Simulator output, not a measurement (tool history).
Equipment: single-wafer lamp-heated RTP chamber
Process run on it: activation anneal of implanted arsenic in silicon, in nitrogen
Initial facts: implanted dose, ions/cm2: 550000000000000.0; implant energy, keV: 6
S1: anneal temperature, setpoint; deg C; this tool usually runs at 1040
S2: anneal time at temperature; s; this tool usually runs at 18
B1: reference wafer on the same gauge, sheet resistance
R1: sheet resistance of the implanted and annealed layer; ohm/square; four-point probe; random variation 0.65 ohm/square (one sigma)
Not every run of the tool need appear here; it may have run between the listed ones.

{"run": 1, "day": 0.0, "S1": 1040, "S2": 18, "B1": 208.03, "R1": 198.07}
{"run": 2, "day": 1.325, "S1": 1040, "S2": 18, "B1": 207.91, "R1": 196.26}
{"run": 3, "day": 2.542, "S1": 1040, "S2": 18, "B1": 207.86, "R1": 196.06}
{"run": 4, "day": 5.362, "S1": 1040, "S2": 18, "B1": 208.21, "R1": 195.55}
{"run": 5, "day": 7.471, "S1": 1040, "S2": 18, "B1": 208.25, "R1": 193.17}
{"day": 8.721, "done": "pyrometer window cleaned and pyrometer calibrated"}
{"day": 9.45, "done": "reflector plate cleaned"}
{"run": 6, "day": 12.525, "S1": 1059, "S2": 22, "B1": 208.16, "R1": 188.17}
{"run": 7, "day": 13.842, "S1": 1040, "S2": 18, "B1": 207.99, "R1": 197.49}
{"run": 8, "day": 15.125, "S1": 1040, "S2": 18, "B1": 208.12, "R1": 196.87}
{"day": 16.471, "done": "gauge calibrated"}
{"run": 9, "day": 17.104, "S1": 1040, "S2": 18, "B1": 207.8, "R1": 196.03}
{"day": 17.446, "done": "pyrometer window cleaned and pyrometer calibrated"}
{"run": 10, "day": 18.142, "S1": 1040, "S2": 18, "B1": 208.02, "R1": 200.33}
{"run": 11, "day": 19.983, "S1": 1040, "S2": 18, "B1": 208.14, "R1": 198.27}
{"run": 12, "day": 21.804, "S1": 1040, "S2": 18, "B1": 208.14, "R1": 197.56}
{"run": 13, "day": 22.812, "S1": 1068, "S2": 13, "B1": 207.83, "R1": 192.06}
{"run": 14, "day": 25.767, "S1": 1025, "S2": 25, "B1": 207.93, "R1": 195.03}
{"day": 28.521, "done": "pyrometer window cleaned and pyrometer calibrated"}
{"run": 15, "day": 33.629, "S1": 1040, "S2": 21, "B1": 208.01, "R1": 193.17}
{"run": 16, "day": 35.338, "S1": 1031, "S2": 29, "B1": 207.99, "R1": 189.39}

Forecast run 17:
{"day": 36.379, "done": "reflector plate cleaned"}
{"run": 17, "day": 36.508, "S1": 1052, "S2": 11, "B1": "?", "R1": "?"}

Run 17 gave B1 208.25, R1 200.90 ohm/square.
Take away the tool's hidden state, keep the run-to-run variation as it was, and the same run would have given R1 205.12 ohm/square.

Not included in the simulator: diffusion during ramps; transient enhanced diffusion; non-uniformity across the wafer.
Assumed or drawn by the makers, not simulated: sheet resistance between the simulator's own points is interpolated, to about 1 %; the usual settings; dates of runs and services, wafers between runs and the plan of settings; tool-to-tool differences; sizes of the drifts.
